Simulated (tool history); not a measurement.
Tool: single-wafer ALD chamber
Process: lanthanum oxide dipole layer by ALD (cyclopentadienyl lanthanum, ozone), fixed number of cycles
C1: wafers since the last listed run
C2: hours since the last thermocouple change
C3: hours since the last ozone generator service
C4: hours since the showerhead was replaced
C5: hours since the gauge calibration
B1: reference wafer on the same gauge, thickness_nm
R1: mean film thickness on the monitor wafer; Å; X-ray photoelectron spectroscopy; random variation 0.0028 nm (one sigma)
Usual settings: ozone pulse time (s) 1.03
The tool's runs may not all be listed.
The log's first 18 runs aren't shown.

{"run": 19, "day": 19.333, "ozone pulse time (s)": 1.03, "C1": 546, "C2": 1711.5, "C3": 912.1, "C4": 56.3, "C5": 199.5, "B1": 0.531, "R1": 4.71}
{"run": 20, "day": 20.012, "ozone pulse time (s)": 1.03, "C1": 363, "C2": 1727.8, "C3": 928.4, "C4": 72.6, "C5": 215.8, "B1": 0.531, "R1": 4.7}
{"day": 20.379, "done": "ozone generator serviced"}
{"run": 21, "day": 20.808, "ozone pulse time (s)": 0.89, "C1": 247, "C2": 1746.9, "C3": 10.3, "C4": 91.7, "C5": 234.9, "B1": 0.531, "R1": 4.64}
{"run": 22, "day": 22.179, "ozone pulse time (s)": 1.03, "C1": 733, "C2": 1779.8, "C3": 43.2, "C4": 124.6, "C5": 267.8, "B1": 0.531, "R1": 5.01}
{"day": 22.517, "done": "thermocouple changed; heater temperature recalibrated"}
{"run": 23, "day": 23.483, "ozone pulse time (s)": 0.78, "C1": 519, "C2": 23.2, "C3": 74.5, "C4": 155.9, "C5": 299.1, "B1": 0.531, "R1": 4.06}
{"run": 24, "day": 24.604, "ozone pulse time (s)": 1.15, "C1": 599, "C2": 50.1, "C3": 101.4, "C4": 182.8, "C5": 326.0, "B1": 0.532, "R1": 5.27}
{"run": 25, "day": 25.829, "ozone pulse time (s)": 1.14, "C1": 655, "C2": 79.5, "C3": 130.8, "C4": 212.2, "C5": 355.4, "B1": 0.532, "R1": 5.27}
{"run": 26, "day": 27.312, "ozone pulse time (s)": 0.62, "C1": 794, "C2": 115.1, "C3": 166.4, "C4": 247.8, "C5": 391.0, "B1": 0.531, "R1": 2.96}
{"run": 27, "day": 28.158, "ozone pulse time (s)": 1.03, "C1": 452, "C2": 135.4, "C3": 186.7, "C4": 268.1, "C5": 411.3, "B1": 0.532, "R1": 4.98}
{"run": 28, "day": 29.533, "ozone pulse time (s)": 0.7, "C1": 736, "C2": 168.4, "C3": 219.7, "C4": 301.1, "C5": 444.3, "B1": 0.532, "R1": 3.58}
{"run": 29, "day": 30.629, "ozone pulse time (s)": 1.03, "C1": 586, "C2": 194.7, "C3": 246.0, "C4": 327.4, "C5": 470.6, "B1": 0.531, "R1": 5.02}
{"run": 30, "day": 31.967, "ozone pulse time (s)": 1.03, "C1": 715, "C2": 226.8, "C3": 278.1, "C4": 359.5, "C5": 502.7, "B1": 0.531, "R1": 5.02}
{"run": 31, "day": 32.483, "ozone pulse time (s)": 1.28, "C1": 276, "C2": 239.2, "C3": 290.5, "C4": 371.9, "C5": 515.1, "B1": 0.53, "R1": 5.45}
{"run": 32, "day": 33.288, "ozone pulse time (s)": 0.63, "C1": 430, "C2": 258.5, "C3": 309.8, "C4": 391.2, "C5": 534.4, "B1": 0.532, "R1": 2.97}
{"run": 33, "day": 34.625, "ozone pulse time (s)": 1.19, "C1": 715, "C2": 290.6, "C3": 341.9, "C4": 423.3, "C5": 566.5, "B1": 0.53, "R1": 5.28}

5 ways to go on from here, each from the tool as it stands after run 33. What would each give?
{"run": "A", "day": 34.642, "ozone pulse time (s)": 0.82, "C1": 8, "C2": 291.0, "C3": 342.3, "C4": 423.7, "C5": 566.9, "B1": "?", "R1": "?"}
{"run": "B", "day": 34.642, "ozone pulse time (s)": 0.92, "C1": 8, "C2": 291.0, "C3": 342.3, "C4": 423.7, "C5": 566.9, "B1": "?", "R1": "?"}
{"run": "C", "day": 34.642, "ozone pulse time (s)": 0.91, "C1": 8, "C2": 291.0, "C3": 342.3, "C4": 423.7, "C5": 566.9, "B1": "?", "R1": "?"}
{"run": "D", "day": 34.642, "ozone pulse time (s)": 1.3, "C1": 8, "C2": 291.0, "C3": 342.3, "C4": 423.7, "C5": 566.9, "B1": "?", "R1": "?"}
{"run": "E", "day": 34.642, "ozone pulse time (s)": 0.69, "C1": 8, "C2": 291.0, "C3": 342.3, "C4": 423.7, "C5": 566.9, "B1": "?", "R1": "?"}

run=A B1=0.531 R1=4.17
run=B B1=0.531 R1=4.58
run=C B1=0.531 R1=4.54
run=D B1=0.531 R1=5.38
run=E B1=0.531 R1=3.41
Without the tool's hidden state the same runs would have given:
run=A R1=4.33
run=B R1=4.72
run=C R1=4.69
run=D R1=5.46
run=E R1=3.58
